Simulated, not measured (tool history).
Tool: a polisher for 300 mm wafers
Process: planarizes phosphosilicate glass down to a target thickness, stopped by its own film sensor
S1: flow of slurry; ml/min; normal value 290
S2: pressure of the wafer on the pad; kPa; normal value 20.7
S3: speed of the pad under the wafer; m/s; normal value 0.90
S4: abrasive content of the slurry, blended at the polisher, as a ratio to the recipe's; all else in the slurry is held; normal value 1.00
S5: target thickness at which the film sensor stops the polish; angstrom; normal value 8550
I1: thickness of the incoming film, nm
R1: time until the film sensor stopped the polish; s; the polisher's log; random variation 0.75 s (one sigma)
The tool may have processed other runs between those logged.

run   hour   S1    S2    S3    S4    S5      I1    R1
  1    0.0  290  20.7  0.90  1.00  8550  1340.5  49.9
  2   10.2  290  20.7  0.90  1.00  8550  1357.9  52.3
  3   24.0  290  20.7  0.90  1.00  8550  1352.7  52.0
      28.8  -- conditioning disc replaced and pad reconditioned
      30.1  -- worn pad replaced by a new one
  4   31.9  290  20.7  0.90  1.00  8550  1336.8  49.9
  5   38.7  290  20.7  0.90  1.00  7520  1339.9  60.9
  6   52.5  290  20.7  0.90  1.00  7520  1332.2  59.8
  7   59.0  290  20.7  0.90  1.00  8550  1347.9  51.3
  8   73.9  290  20.7  0.90  1.00  8550  1343.7  50.0
  9   91.2  290  20.7  0.90  1.00  8550  1337.4  50.4
 10  105.4  290  20.7  0.90  1.00  8550  1335.6  49.6
 11  123.3  290  20.7  0.90  1.15  8550  1357.0  48.7
 12  134.6  290  20.7  0.90  1.15  8550  1340.9  46.4
 13  143.1  290  24.8  1.06  1.00  7840  1330.8  41.9

Run 14 is up next; what results do you expect?
     149.0  -- slurry nozzle cleaned
     152.0  -- head pressure recalibrated
 14  158.8  195  20.7  0.90  0.85  8550  1344.9   ?

{"run 14": {"R1": 64.6}}
Were there no unlogged condition in the tool, this run, its random variation unchanged, would have produced R1 64.6 s.

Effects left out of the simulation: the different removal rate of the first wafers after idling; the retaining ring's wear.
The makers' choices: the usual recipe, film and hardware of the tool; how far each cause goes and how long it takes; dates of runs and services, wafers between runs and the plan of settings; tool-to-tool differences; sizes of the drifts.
